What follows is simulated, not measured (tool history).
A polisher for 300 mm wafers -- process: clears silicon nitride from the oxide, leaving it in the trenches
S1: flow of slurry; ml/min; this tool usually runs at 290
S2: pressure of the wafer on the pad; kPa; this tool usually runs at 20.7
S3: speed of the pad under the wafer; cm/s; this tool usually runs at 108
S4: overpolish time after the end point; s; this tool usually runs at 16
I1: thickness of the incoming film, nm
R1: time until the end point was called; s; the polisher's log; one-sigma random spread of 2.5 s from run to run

run    hour   S1    S2   S3  S4     I1     R1
  1       0  290  20.7  108  16  171.2    152
  2    22.2  290  20.7  108  24  173.5  155.3
  3   104.2  290  20.7  108  24  173.6  154.5
  4   133.5  290  20.7  116  16  170.3  141.6
  5   158.1  290  20.7  116  16  173.5  143.3
  6   178.9  290  20.7  116  16  170.5  142.4
  7   195.3  290  15.2  108  16  170.5  203.6
  8   213.2  290  15.2  108  16  170.9  211.4
  9   244.1  230  20.7  108  16  169.8  153.5
 10   266.8  290  20.7  108  16  171.1  151.9
 11   298.5  290  20.7  108  16  169.2  152.9
 12   312.4  290  20.7  108  16  171.4  149.5
 13   329.4  290  20.7  108  16  170.5  150.1
 14   346.9  290  20.7  118  16  167.9    139
 15   360.9  290  26.9  108  16  167.5  113.6
 16   381.8  290  20.7  108  16  169.3    150
 17   405.3  290  26.9  108  16  170.5  114.8
 18   432.9  290  24.1  108   9  169.7  126.2
 19   448.3  230  15.2  138  13  168.3  161.8
 20     481  230  17.9  108  24  169.9  172.3
 21   512.1  290  23.4  108  16  171.8  135.5
 22   538.1  290  20.7   86  16  169.4  189.2
 23   601.3  195  25.5  108  16  170.3  125.3
 24   613.6  335  25.5  122  23  168.6    106
 25   626.9  265  18.6   88  16  168.5  203.7
 26     645  290  20.7  108  16  171.6  149.4
 27   674.2  260  25.5   96  13  170.1  141.5
 28   701.8  290  20.7   86  16  169.4  186.1
 29     720  335  14.5  108  16  168.8    212
 30   745.3  385  20.7  136  11  171.4  116.3
 31   773.7  290  20.7  108  16  172.5  148.5
 32   809.6  290  24.1  108  19  170.7  131.8
 33   826.7  290  20.7   94  16  168.5    172
 34   862.1  290  20.7  108  16  169.3  151.9
 35   967.9  320  23.4  126  23  169.1    115
 36   980.7  290  20.7  142  16  170.6  115.6
 37  1004.1  290  20.7  108  16    173  150.6
 38  1023.9  290  20.7  108  13  169.3  149.3

Removed from this log: 7 entries logged between the listed runs. Between which two listed runs does each belong, and how does the tool's hidden state at the listed run before it compare with that at the listed run after it?
Logged between run 4 and run 5: worn pad replaced by a new one (hour 154)
  no difference in the tool's unlogged condition between these two runs
Logged between run 13 and run 14: slurry nozzle cleaned (hour 336.1)
  no difference in the tool's unlogged condition between these two runs
Logged between run 19 and run 20: worn pad replaced by a new one (hour 460.7)
  no difference in the tool's unlogged condition between these two runs
Logged between run 22 and run 23: head pressure recalibrated (hour 543.6)
  no difference in the tool's unlogged condition between these two runs
Logged between run 29 and run 30: slurry nozzle cleaned (hour 723.1); worn pad replaced by a new one (hour 734.5)
  no difference in the tool's unlogged condition between these two runs
Logged between run 34 and run 35: worn pad replaced by a new one (hour 967.4)
  no difference in the tool's unlogged condition between these two runs
